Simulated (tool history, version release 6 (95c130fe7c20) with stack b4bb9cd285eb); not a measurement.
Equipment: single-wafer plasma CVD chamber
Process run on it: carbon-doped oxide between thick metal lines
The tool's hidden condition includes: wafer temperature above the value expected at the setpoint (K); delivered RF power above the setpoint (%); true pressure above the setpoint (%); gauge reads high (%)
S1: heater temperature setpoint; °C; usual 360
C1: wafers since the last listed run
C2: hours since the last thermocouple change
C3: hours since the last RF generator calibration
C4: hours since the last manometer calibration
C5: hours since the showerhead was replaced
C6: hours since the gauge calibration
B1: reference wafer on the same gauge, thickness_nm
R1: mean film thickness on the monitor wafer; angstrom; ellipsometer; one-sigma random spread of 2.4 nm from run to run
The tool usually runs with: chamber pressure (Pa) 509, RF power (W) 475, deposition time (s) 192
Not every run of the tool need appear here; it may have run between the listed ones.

run 1 hour=0 | S1=360 chamber_pressure_(Pa)=509 RF_power_(W)=475 deposition_time_(s)=192 | C1=0 C2=1060.7 C3=1582.7 C4=1205.9 C5=6820.8 C6=976.6 | B1=663.643 | R1=7680.44
run 2 hour=26.9 | S1=360 chamber_pressure_(Pa)=509 RF_power_(W)=475 deposition_time_(s)=192 | C1=209 C2=1087.6 C3=1609.6 C4=1232.8 C5=6847.7 C6=1003.5 | B1=663.938 | R1=7703.93
run 3 hour=65.5 | S1=364 chamber_pressure_(Pa)=509 RF_power_(W)=430 deposition_time_(s)=192 | C1=300 C2=1126.2 C3=1648.2 C4=1271.4 C5=6886.3 C6=1042.1 | B1=664.336 | R1=7205.36
run 4 hour=111.7 | S1=360 chamber_pressure_(Pa)=509 RF_power_(W)=475 deposition_time_(s)=192 | C1=359 C2=1172.4 C3=1694.4 C4=1317.6 C5=6932.5 C6=1088.3 | B1=664.647 | R1=7643.53
-- hour=146.8 showerhead replaced
run 5 hour=174.8 | S1=360 chamber_pressure_(Pa)=509 RF_power_(W)=475 deposition_time_(s)=192 | C1=428 C2=1235.5 C3=1757.5 C4=1380.7 C5=28 C6=1151.4 | B1=664.584 | R1=7670.43
run 6 hour=220.3 | S1=360 chamber_pressure_(Pa)=509 RF_power_(W)=475 deposition_time_(s)=192 | C1=354 C2=1281 C3=1803 C4=1426.2 C5=73.5 C6=1196.9 | B1=664.608 | R1=7694.2
-- hour=292.8 capacitance manometer re-zeroed and calibrated
run 7 hour=433 | S1=360 chamber_pressure_(Pa)=509 RF_power_(W)=475 deposition_time_(s)=192 | C1=1593 C2=1493.7 C3=2015.7 C4=140.2 C5=286.2 C6=1409.6 | B1=663.693 | R1=7687.39
-- hour=528.7 RF generator calibrated
run 8 hour=548.1 | S1=373 chamber_pressure_(Pa)=392 RF_power_(W)=475 deposition_time_(s)=192 | C1=833 C2=1608.8 C3=19.4 C4=255.3 C5=401.3 C6=1524.7 | B1=664.007 | R1=7356.02
run 9 hour=589.3 | S1=360 chamber_pressure_(Pa)=509 RF_power_(W)=565 deposition_time_(s)=192 | C1=320 C2=1650 C3=60.6 C4=296.5 C5=442.5 C6=1565.9 | B1=664.014 | R1=8417.84
run 10 hour=621.3 | S1=360 chamber_pressure_(Pa)=509 RF_power_(W)=520 deposition_time_(s)=192 | C1=249 C2=1682 C3=92.6 C4=328.5 C5=474.5 C6=1597.9 | B1=663.907 | R1=8113.38
run 11 hour=792.8 | S1=360 chamber_pressure_(Pa)=609 RF_power_(W)=475 deposition_time_(s)=192 | C1=1335 C2=1853.5 C3=264.1 C4=500 C5=646 C6=1769.4 | B1=663.711 | R1=7828.94
run 12 hour=861.5 | S1=360 chamber_pressure_(Pa)=509 RF_power_(W)=500 deposition_time_(s)=214 | C1=534 C2=1922.2 C3=332.8 C4=568.7 C5=714.7 C6=1838.1 | B1=663.553 | R1=8828.43
run 13 hour=904.9 | S1=368 chamber_pressure_(Pa)=459 RF_power_(W)=475 deposition_time_(s)=192 | C1=337 C2=1965.6 C3=376.2 C4=612.1 C5=758.1 C6=1881.5 | B1=663.745 | R1=7525.01
run 14 hour=955.9 | S1=360 chamber_pressure_(Pa)=509 RF_power_(W)=475 deposition_time_(s)=192 | C1=397 C2=2016.6 C3=427.2 C4=663.1 C5=809.1 C6=1932.5 | B1=664.109 | R1=7713.78
run 15 hour=1013 | S1=360 chamber_pressure_(Pa)=403 RF_power_(W)=475 deposition_time_(s)=192 | C1=444 C2=2073.7 C3=484.3 C4=720.2 C5=866.2 C6=1989.6 | B1=664.075 | R1=7551.42
run 16 hour=1052.3 | S1=360 chamber_pressure_(Pa)=509 RF_power_(W)=475 deposition_time_(s)=192 | C1=305 C2=2113 C3=523.6 C4=759.5 C5=905.5 C6=2028.9 | B1=663.956 | R1=7710.76
run 17 hour=1107.3 | S1=360 chamber_pressure_(Pa)=399 RF_power_(W)=520 deposition_time_(s)=192 | C1=428 C2=2168 C3=578.6 C4=814.5 C5=960.5 C6=2083.9 | B1=664.27 | R1=7896.19
-- hour=1123 gauge calibrated
-- hour=1127.2 thermocouple changed; heater temperature recalibrated
run 18 hour=1139.3 | S1=368 chamber_pressure_(Pa)=435 RF_power_(W)=475 deposition_time_(s)=171 | C1=186 C2=12.1 C3=610.6 C4=846.5 C5=992.5 C6=16.3 | B1=664.055 | R1=6745.29
run 19 hour=1210.7 | S1=360 chamber_pressure_(Pa)=509 RF_power_(W)=475 deposition_time_(s)=192 | C1=555 C2=83.5 C3=682 C4=917.9 C5=1063.9 C6=87.7 | B1=663.681 | R1=7742.4
run 20 hour=1244.4 | S1=352 chamber_pressure_(Pa)=549 RF_power_(W)=530 deposition_time_(s)=192 | C1=262 C2=117.2 C3=715.7 C4=951.6 C5=1097.6 C6=121.4 | B1=663.61 | R1=8418.11
run 21 hour=1365.7 | S1=374 chamber_pressure_(Pa)=593 RF_power_(W)=405 deposition_time_(s)=223 | C1=944 C2=238.5 C3=837 C4=1072.9 C5=1218.9 C6=242.7 | B1=664.471 | R1=8112.65
run 22 hour=1409.7 | S1=368 chamber_pressure_(Pa)=555 RF_power_(W)=475 deposition_time_(s)=157 | C1=342 C2=282.5 C3=881 C4=1116.9 C5=1262.9 C6=286.7 | B1=664.045 | R1=6281.4
run 23 hour=1461.2 | S1=360 chamber_pressure_(Pa)=509 RF_power_(W)=475 deposition_time_(s)=192 | C1=400 C2=334 C3=932.5 C4=1168.4 C5=1314.4 C6=338.2 | B1=664.056 | R1=7733.17
run 24 hour=1496.9 | S1=350 chamber_pressure_(Pa)=459 RF_power_(W)=420 deposition_time_(s)=192 | C1=277 C2=369.7 C3=968.2 C4=1204.1 C5=1350.1 C6=373.9 | B1=664.239 | R1=7298.23
run 25 hour=1524 | S1=353 chamber_pressure_(Pa)=509 RF_power_(W)=515 deposition_time_(s)=192 | C1=210 C2=396.8 C3=995.3 C4=1231.2 C5=1377.2 C6=401 | B1=663.859 | R1=8226.83
run 26 hour=1566.6 | S1=360 chamber_pressure_(Pa)=509 RF_power_(W)=475 deposition_time_(s)=192 | C1=331 C2=439.4 C3=1037.9 C4=1273.8 C5=1419.8 C6=443.6 | B1=663.868 | R1=7704.26
run 27 hour=1614.6 | S1=360 chamber_pressure_(Pa)=509 RF_power_(W)=475 deposition_time_(s)=192 | C1=373 C2=487.4 C3=1085.9 C4=1321.8 C5=1467.8 C6=491.6 | B1=663.834 | R1=7700.26
run 28 hour=1667.1 | S1=347 chamber_pressure_(Pa)=429 RF_power_(W)=415 deposition_time_(s)=166 | C1=408 C2=539.9 C3=1138.4 C4=1374.3 C5=1520.3 C6=544.1 | B1=664.053 | R1=6252.46
run 29 hour=1727.4 | S1=354 chamber_pressure_(Pa)=383 RF_power_(W)=475 deposition_time_(s)=192 | C1=469 C2=600.2 C3=1198.7 C4=1434.6 C5=1580.6 C6=604.4 | B1=663.849 | R1=7666.25

A few steps of R1 between consecutive runs. Split each: what settings, incoming material and random variation would produce without the hidden state, and what is left over for the hidden state, along with gauge scatter present in only one of the two compared results (measured, and without hidden state):
Run 8 -> 9: S1 373 -> 360, chamber pressure (Pa) 392 -> 509, RF power (W) 475 -> 565. R1 +1061.82 angstrom: hidden state -19.61, all else +1081.43.
Run 17 -> 18: S1 360 -> 368, chamber pressure (Pa) 399 -> 435, RF power (W) 520 -> 475, deposition time (s) 192 -> 171, gauge calibrated, thermocouple changed; heater temperature recalibrated. R1 -1150.9 angstrom: hidden state +88.49, all else -1239.39.
Run 21 -> 22: S1 374 -> 368, chamber pressure (Pa) 593 -> 555, RF power (W) 405 -> 475, deposition time (s) 223 -> 157. R1 -1831.25 angstrom: hidden state +0.54, all else -1831.79.
Run 22 -> 23: S1 368 -> 360, chamber pressure (Pa) 555 -> 509, deposition time (s) 157 -> 192. R1 +1451.77 angstrom: hidden state -9.97, all else +1461.74.

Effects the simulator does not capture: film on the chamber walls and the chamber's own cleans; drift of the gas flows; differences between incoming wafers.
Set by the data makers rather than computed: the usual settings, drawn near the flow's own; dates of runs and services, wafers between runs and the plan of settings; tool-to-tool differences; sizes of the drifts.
